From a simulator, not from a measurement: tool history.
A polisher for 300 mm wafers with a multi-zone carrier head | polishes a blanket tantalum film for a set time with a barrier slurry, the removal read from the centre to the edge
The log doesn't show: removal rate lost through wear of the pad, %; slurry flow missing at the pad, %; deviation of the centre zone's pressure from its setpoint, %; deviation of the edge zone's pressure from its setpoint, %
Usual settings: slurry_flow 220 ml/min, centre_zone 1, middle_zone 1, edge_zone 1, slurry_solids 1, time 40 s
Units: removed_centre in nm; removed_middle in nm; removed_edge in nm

run     day  slurry_flow  centre_zone  middle_zone  edge_zone  slurry_solids  time  wafers since the last listed run  wafers polished on this pad  hours since the slurry nozzle was cleaned  hours since the centre zone pressure was calibrated  hours since the edge zone pressure was calibrated  hours since the carrier head's membrane was replaced  incoming thickness of the incoming film, nm  removed_centre  removed_middle  removed_edge
  1       0          220            1            1          1              1    40                                 0                         6005                                      812.3                                                714.2                                              224.6                                                 690.9                                        242.4            74.9            72.6          72.5
      0.579  -- worn pad replaced by a new one
  2   3.829          220            1            1          1              1    40                              1415                         1257                                      904.2                                                806.1                                              316.5                                                 782.8                                        237.9              76            76.4          76.3
      5.167  -- slurry nozzle cleaned
      7.512  -- carrier head's membrane replaced by a new one
  3   7.812          220            1            1          1              1    40                              1443                         2700                                       63.5                                                901.7                                              412.1                                                   7.2                                        239.7            73.3            72.4          74.7
      8.192  -- edge zone pressure recalibrated
     17.183  -- worn pad replaced by a new one
  4  18.779          220            1            1          1              1    40                              4143                          616                                      326.7                                               1164.9                                              254.1                                                 270.4                                        240.9            80.2            79.6          78.3
  5  21.033          220            1            1          1              1    40                               871                         1487                                      380.8                                                 1219                                              308.2                                                 324.5                                        242.9            77.4            76.1          76.2
     24.938  -- edge zone pressure recalibrated
  6  26.304          220            1            1          1            1.1    40                              2005                         3493                                      507.3                                               1345.5                                               32.8                                                   451                                        240.1              76            75.5          75.3
     33.212  -- centre zone pressure recalibrated
     34.071  -- worn pad replaced by a new one
  7   34.35          220            1            1          1            1.1    40                              3014                          108                                      700.4                                                 27.3                                              225.9                                                 644.1                                        240.4            85.1            84.3          83.9
  8  38.596          220            1            1          1            1.1    40                              1641                         1750                                      802.3                                                129.2                                              327.8                                                   746                                        240.6              81            78.6          78.5
     40.208  -- slurry nozzle cleaned
  9  40.629          220            1            1       1.02           1.15    40                               770                         2520                                       10.1                                                  178                                              376.6                                                 794.8                                        236.2            80.4            78.1          78.9
     42.758  -- carrier head's membrane replaced by a new one
 10  43.812          220         1.06            1       0.91           0.75    47                              1150                         3670                                       86.5                                                254.4                                                453                                                  25.3                                        235.4            86.4            80.5            76
     45.462  -- edge zone pressure recalibrated
 11   46.95          220            1         1.11       1.11              1    40                              1180                         4851                                      161.8                                                329.7                                               35.7                                                 100.6                                        238.5            75.9            81.1          77.6
 12  49.821          195         0.94            1          1           1.25    40                              1109                         5961                                      230.7                                                398.6                                              104.6                                                 169.5                                        239.8            70.5            76.1          74.8
 13  51.967          270            1            1       1.06              1    40                               829                         6790                                      282.2                                                450.1                                              156.1                                                   221                                        235.5            75.4              75          75.7
     52.288  -- worn pad replaced by a new one
 14  54.033          220            1            1          1              1    40                               734                          675                                      331.8                                                499.7                                              205.7                                                 270.6                                        240.1            80.1            77.4          78.8

Run 15 comes next. What will it give?
 15  56.417          220          0.9            1       0.89              1    40                               921                         1597                                        389                                                556.9                                              262.9                                                 327.8                                        244.4               ?               ?             ?

Run 15 gave removed_centre 67.2 nm, removed_middle 74.8 nm, removed_edge 72.7 nm.
Without the tool's hidden state the same run would have given removed_centre 73.7 nm, removed_middle 82 nm, removed_edge 79.7 nm.

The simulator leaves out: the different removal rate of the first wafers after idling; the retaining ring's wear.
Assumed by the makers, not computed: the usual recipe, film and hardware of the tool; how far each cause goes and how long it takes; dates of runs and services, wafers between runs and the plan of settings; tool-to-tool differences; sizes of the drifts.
